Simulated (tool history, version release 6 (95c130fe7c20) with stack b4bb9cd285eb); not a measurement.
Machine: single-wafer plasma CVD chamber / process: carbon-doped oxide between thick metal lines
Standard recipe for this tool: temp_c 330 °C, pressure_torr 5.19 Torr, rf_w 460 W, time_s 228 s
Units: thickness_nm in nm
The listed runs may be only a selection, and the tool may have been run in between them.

run     day  temp_c  pressure_torr  rf_w  time_s  read-back reference wafer on the same gauge, thickness_nm  thickness_nm
  1       0     330           5.19   460     228                                                   1297.721      1083.584
  2   1.938     322           5.19   460     228                                                   1300.112      1107.657
  3   4.538     322           5.19   460     228                                                   1298.043      1097.791
  4   7.058     330           5.19   460     228                                                   1301.142      1079.312
  5   9.492     330           5.19   460     228                                                   1300.049      1084.309
  6  12.458     330           5.19   460     228                                                   1298.845      1080.718
     12.854  -- thermocouple changed; heater temperature recalibrated
  7  13.729     330            6.1   460     228                                                   1298.233      1106.786
  8    16.6     330           5.19   460     228                                                   1300.285      1074.405
  9  19.488     330           5.19   460     228                                                   1297.474      1071.664
     19.896  -- capacitance manometer re-zeroed and calibrated
     21.712  -- gauge calibrated
 10  22.217     338           5.19   460     228                                                   1298.881      1067.122
 11  25.062     338           5.19   460     228                                                   1301.295      1079.052
     26.125  -- RF generator calibrated
 12  26.196     322           5.19   460     228                                                   1297.578      1120.501
 13  27.471     330           4.59   460     183                                                   1299.406        846.13
     28.508  -- showerhead replaced
 14  29.508     339           5.19   535     241                                                   1297.323      1252.144
 15  34.629     330           4.59   460     228                                                   1299.783      1060.015
 16  37.533     339           4.09   535     271                                                   1299.798      1312.399
 17  40.225     330           4.86   460     183                                                   1300.824       862.831
 18  42.562     342            6.1   535     271                                                   1299.361      1419.168
 19  44.067     323           5.19   460     261                                                   1299.125      1270.767
 20  46.125     330           5.19   460     228                                                   1299.388       1077.22
 21  47.975     330           5.19   460     202                                                   1299.073       957.642
 22  49.796     330           5.19   460     228                                                   1300.194      1092.378
 23  52.329     330           5.19   460     211                                                   1300.177      1002.041
 24  54.342     335           6.22   500     239                                                   1300.201      1227.151

Run 25 has not been measured yet. What should we expect?
 25  56.212     330           5.19   460     228                                                          ?             ?

{"run 25": {"read-back reference wafer on the same gauge, thickness_nm": 1300.593, "thickness_nm": 1075.987}}
Minus the tool's unlogged condition, the same run would have read thickness_nm 1089.844 nm.
